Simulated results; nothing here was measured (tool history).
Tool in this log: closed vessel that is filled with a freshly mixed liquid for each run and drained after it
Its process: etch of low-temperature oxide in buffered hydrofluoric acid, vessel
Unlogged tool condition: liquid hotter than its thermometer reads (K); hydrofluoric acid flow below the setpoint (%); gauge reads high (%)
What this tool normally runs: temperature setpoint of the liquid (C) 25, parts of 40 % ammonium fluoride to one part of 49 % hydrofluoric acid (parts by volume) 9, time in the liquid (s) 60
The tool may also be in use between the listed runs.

run,hour,temperature setpoint of the liquid (C),parts of 40 % ammonium fluoride to one part of 49 % hydrofluoric acid (parts by volume),time in the liquid (s),wafers since the last listed run,hours since the thermometer was replaced,hours since the hydrofluoric acid flow meter was replaced,hours since the gauge calibration,"read-back film thickness of the low-temperature oxide reference wafer, read on the same gauge (nm)",thickness taken off the low-temperature oxide on a monitor wafer (angstrom)
1,0,23,6,60,0,104,741.6,2034.8,80,3755.8
2,68.5,25,9,60,8614,172.5,810.1,2103.3,79.99,2832.4
3,133.9,25,9,60,8224,237.9,875.5,2168.7,80,2872.1
4,198.7,27,9,60,8149,302.7,940.3,2233.5,79.99,3191.3
5,278.6,27,9,60,10047,382.6,1020.2,2313.4,80.03,3156.8
6,318.5,29,9,75,5017,422.5,1060.1,2353.3,79.98,4406.2
7,396.8,29,9,75,9846,500.8,1138.4,2431.6,80,4429.9
8,463.6,29,9,75,8400,567.6,1205.2,2498.4,80.02,4447.4
9,519.9,25,9,60,7080,623.9,1261.5,2554.7,80.02,2880.9
10,591.9,25,9,60,9054,695.9,1333.5,2626.7,80.03,2884.3
11,627.9,25,9,60,4527,731.9,1369.5,2662.7,79.99,2877.5
12,679,25,11,60,6426,783,1420.6,2713.8,79.99,2441
13,717.9,25,9,50,4891,821.9,1459.5,2752.7,79.97,2444
14,825,25,9,50,13468,929,1566.6,2859.8,80.01,2438.8
15,886.4,25,9,60,7721,990.4,1628,2921.2,80,2936.7
16,991.9,26,9,60,13267,1095.9,1733.5,3026.7,80.02,3125
17,1046.2,25,9,60,6828,1150.2,1787.8,3081,79.99,2983.6
# hour 1102.6: gauge calibrated
18,1150.1,28.5,9,75,13066,1254.1,1891.7,47.5,80.02,4442.1
19,1223.7,29.5,7,75,9255,1327.7,1965.3,121.1,79.96,6027.4
# hour 1312.5: thermometer replaced
20,1313,25,11.5,60,11104,0.5,2054.6,210.4,79.99,2238.5
21,1381.9,28.5,9,40,8664,69.4,2123.5,279.3,79.98,2283.5
22,1423.3,22,9,60,5206,110.8,2164.9,320.7,80,2393.7
23,1485.6,25,8,50,7834,173.1,2227.2,383,79.96,2616.6
24,1553.3,29,9,75,8513,240.8,2294.9,450.7,80.01,4374.5
25,1600.4,27.5,8,60,5923,287.9,2342,497.8,79.97,3601.4
26,1706.8,25,12.5,50,13380,394.3,2448.4,604.2,80.04,1745.4
27,1786.9,25,12,90,10073,474.4,2528.5,684.3,80,3316.8
# hour 1876: hydrofluoric acid flow meter replaced
28,1885.7,25,9,60,12299,573.2,9.7,783.1,79.99,3003.5
29,1977.3,26.5,12,85,11519,664.8,101.3,874.7,80.01,3631.3
30,2016,29,9,60,4866,703.5,140,913.4,79.98,3710.8
31,2077.4,20.5,10.5,35,7721,764.9,201.4,974.8,80,1224.3
32,2155,25,9,30,9758,842.5,279,1052.4,80.01,1523
33,2427.6,21.5,11,85,34281,1115.1,551.6,1325,79.98,3068.9

Pick out some run-to-run changes in thickness taken off the low-temperature oxide on a monitor wafer (angstrom). Of each, how much would a tool without hidden state show as well, from the settings, what came in and chance, and how much is left for the hidden state and any gauge scatter not in both results compared?
Run 19 -> 20: temperature setpoint of the liquid (C) 29.5 -> 25, parts of 40 % ammonium fluoride to one part of 49 % hydrofluoric acid (parts by volume) 7 -> 11.5, time in the liquid (s) 75 -> 60, thermometer replaced. thickness taken off the low-temperature oxide on a monitor wafer (angstrom) -3788.9: hidden state -217.9, all else -3571.
Run 25 -> 26: temperature setpoint of the liquid (C) 27.5 -> 25, parts of 40 % ammonium fluoride to one part of 49 % hydrofluoric acid (parts by volume) 8 -> 12.5, time in the liquid (s) 60 -> 50. thickness taken off the low-temperature oxide on a monitor wafer (angstrom) -1856: hidden state +61.5, all else -1917.5.
Run 27 -> 28: parts of 40 % ammonium fluoride to one part of 49 % hydrofluoric acid (parts by volume) 12 -> 9, time in the liquid (s) 90 -> 60, hydrofluoric acid flow meter replaced. thickness taken off the low-temperature oxide on a monitor wafer (angstrom) -313.3: hidden state +197.3, all else -510.6.
Run 30 -> 31: temperature setpoint of the liquid (C) 29 -> 20.5, parts of 40 % ammonium fluoride to one part of 49 % hydrofluoric acid (parts by volume) 9 -> 10.5, time in the liquid (s) 60 -> 35. thickness taken off the low-temperature oxide on a monitor wafer (angstrom) -2486.5: hidden state -139.2, all else -2347.3.
